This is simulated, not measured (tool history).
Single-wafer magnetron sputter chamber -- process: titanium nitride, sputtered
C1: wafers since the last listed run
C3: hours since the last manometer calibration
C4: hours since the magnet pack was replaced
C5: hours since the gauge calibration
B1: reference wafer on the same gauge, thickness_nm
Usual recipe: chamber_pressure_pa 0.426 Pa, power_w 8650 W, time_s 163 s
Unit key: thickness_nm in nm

run 1 hour=0 | chamber_pressure_pa=0.426 power_w=8650 time_s=151 | C1=0 wafers_on_the_sputter_target=8441 C3=589.9 C4=7012 C5=558 | B1=194.947 | thickness_nm=211.595
-- hour=53.9 sputter target and shields replaced
run 2 hour=183.6 | chamber_pressure_pa=0.426 power_w=8650 time_s=151 | C1=1708 wafers_on_the_sputter_target=1262 C3=773.5 C4=7195.6 C5=741.6 | B1=195.185 | thickness_nm=213.725
run 3 hour=258.7 | chamber_pressure_pa=0.509 power_w=7750 time_s=163 | C1=730 wafers_on_the_sputter_target=1992 C3=848.6 C4=7270.7 C5=816.7 | B1=194.886 | thickness_nm=197.292
run 4 hour=307.5 | chamber_pressure_pa=0.509 power_w=7750 time_s=163 | C1=474 wafers_on_the_sputter_target=2467 C3=897.4 C4=7319.5 C5=865.5 | B1=195.398 | thickness_nm=196.899
-- hour=379.6 gauge calibrated
run 5 hour=385.8 | chamber_pressure_pa=0.509 power_w=7750 time_s=163 | C1=761 wafers_on_the_sputter_target=3229 C3=975.7 C4=7397.8 C5=6.2 | B1=195.041 | thickness_nm=196.324
run 6 hour=433.8 | chamber_pressure_pa=0.341 power_w=8650 time_s=188 | C1=466 wafers_on_the_sputter_target=3696 C3=1023.7 C4=7445.8 C5=54.2 | B1=194.76 | thickness_nm=276.147
run 7 hour=492.2 | chamber_pressure_pa=0.341 power_w=8650 time_s=188 | C1=568 wafers_on_the_sputter_target=4264 C3=1082.1 C4=7504.2 C5=112.6 | B1=194.939 | thickness_nm=273.483
run 8 hour=554.7 | chamber_pressure_pa=0.426 power_w=8650 time_s=163 | C1=608 wafers_on_the_sputter_target=4872 C3=1144.6 C4=7566.7 C5=175.1 | B1=194.949 | thickness_nm=226.874
run 9 hour=592.2 | chamber_pressure_pa=0.426 power_w=8650 time_s=163 | C1=364 wafers_on_the_sputter_target=5237 C3=1182.1 C4=7604.2 C5=212.6 | B1=194.96 | thickness_nm=228.141
run 10 hour=640.3 | chamber_pressure_pa=0.426 power_w=8650 time_s=163 | C1=467 wafers_on_the_sputter_target=5705 C3=1230.2 C4=7652.3 C5=260.7 | B1=194.844 | thickness_nm=225.94
run 11 hour=739.6 | chamber_pressure_pa=0.426 power_w=8650 time_s=163 | C1=966 wafers_on_the_sputter_target=6671 C3=1329.5 C4=7751.6 C5=360 | B1=195.036 | thickness_nm=226.58
run 12 hour=801.7 | chamber_pressure_pa=0.426 power_w=8650 time_s=163 | C1=604 wafers_on_the_sputter_target=7275 C3=1391.6 C4=7813.7 C5=422.1 | B1=195.062 | thickness_nm=226.815
run 13 hour=887.2 | chamber_pressure_pa=0.378 power_w=7500 time_s=131 | C1=831 wafers_on_the_sputter_target=8107 C3=1477.1 C4=7899.2 C5=507.6 | B1=195.415 | thickness_nm=164.64
run 14 hour=974.9 | chamber_pressure_pa=0.567 power_w=10750 time_s=186 | C1=853 wafers_on_the_sputter_target=8960 C3=1564.8 C4=7986.9 C5=595.3 | B1=194.891 | thickness_nm=296.107
-- hour=1020.4 sputter target and shields replaced
run 15 hour=1020.9 | chamber_pressure_pa=0.426 power_w=8650 time_s=186 | C1=369 wafers_on_the_sputter_target=5 C3=1610.8 C4=8032.9 C5=641.3 | B1=195.226 | thickness_nm=260.9
run 16 hour=1112 | chamber_pressure_pa=0.259 power_w=7300 time_s=183 | C1=886 wafers_on_the_sputter_target=891 C3=1701.9 C4=8124 C5=732.4 | B1=194.959 | thickness_nm=236.474
-- hour=1137.2 capacitance manometer re-zeroed and calibrated
run 17 hour=1163.3 | chamber_pressure_pa=0.426 power_w=8650 time_s=163 | C1=421 wafers_on_the_sputter_target=1312 C3=26.1 C4=8175.3 C5=783.7 | B1=195.027 | thickness_nm=231.953
-- hour=1236.4 magnet pack replaced, of another model than before
run 18 hour=1243 | chamber_pressure_pa=0.426 power_w=8650 time_s=163 | C1=697 wafers_on_the_sputter_target=2010 C3=105.8 C4=6.6 C5=863.4 | B1=195.227 | thickness_nm=230.587
run 19 hour=1314.7 | chamber_pressure_pa=0.567 power_w=10750 time_s=186 | C1=697 wafers_on_the_sputter_target=2707 C3=177.5 C4=78.3 C5=935.1 | B1=195.106 | thickness_nm=285.727
-- hour=1386.7 gauge calibrated
run 20 hour=1419.4 | chamber_pressure_pa=0.426 power_w=8650 time_s=163 | C1=1018 wafers_on_the_sputter_target=3726 C3=282.2 C4=183 C5=32.7 | B1=194.965 | thickness_nm=229.182
run 21 hour=1490.8 | chamber_pressure_pa=0.383 power_w=7900 time_s=182 | C1=694 wafers_on_the_sputter_target=4421 C3=353.6 C4=254.4 C5=104.1 | B1=195.106 | thickness_nm=242.059
run 22 hour=1552.1 | chamber_pressure_pa=0.351 power_w=8650 time_s=163 | C1=596 wafers_on_the_sputter_target=5017 C3=414.9 C4=315.7 C5=165.4 | B1=195.03 | thickness_nm=244.321
run 23 hour=1612.8 | chamber_pressure_pa=0.522 power_w=10300 time_s=144 | C1=590 wafers_on_the_sputter_target=5607 C3=475.6 C4=376.4 C5=226.1 | B1=195.131 | thickness_nm=215.463
run 24 hour=1698.3 | chamber_pressure_pa=0.426 power_w=8650 time_s=163 | C1=831 wafers_on_the_sputter_target=6439 C3=561.1 C4=461.9 C5=311.6 | B1=194.751 | thickness_nm=225.551
run 25 hour=1775.6 | chamber_pressure_pa=0.426 power_w=10750 time_s=163 | C1=752 wafers_on_the_sputter_target=7191 C3=638.4 C4=539.2 C5=388.9 | B1=195.048 | thickness_nm=275.883

Measured result minus the same run's result without the hidden state. Both carry the same run-to-run variation, though not necessarily the same gauge scatter:
Hidden state at play: deposition rate above that of a new target (%); true argon pressure above the setpoint (%); gauge reads high (%).
run=1 thickness_nm=-3.246
run=2 thickness_nm=-3.955
run=3 thickness_nm=-4.76
run=4 thickness_nm=-4.898
run=5 thickness_nm=-5.097
run=6 thickness_nm=-4.476
run=7 thickness_nm=-4.543
run=8 thickness_nm=-5.124
run=9 thickness_nm=-5.218
run=10 thickness_nm=-5.245
run=11 thickness_nm=-5.403
run=12 thickness_nm=-5.487
run=13 thickness_nm=-3.49
run=14 thickness_nm=-10.316
run=15 thickness_nm=-6.563
run=16 thickness_nm=-3.058
run=17 thickness_nm=-0.41
run=18 thickness_nm=-2.209
run=19 thickness_nm=-7.027
run=20 thickness_nm=-4.901
run=21 thickness_nm=-4.808
run=22 thickness_nm=-4.302
run=23 thickness_nm=-9.737
run=24 thickness_nm=-7.736
run=25 thickness_nm=-10.192
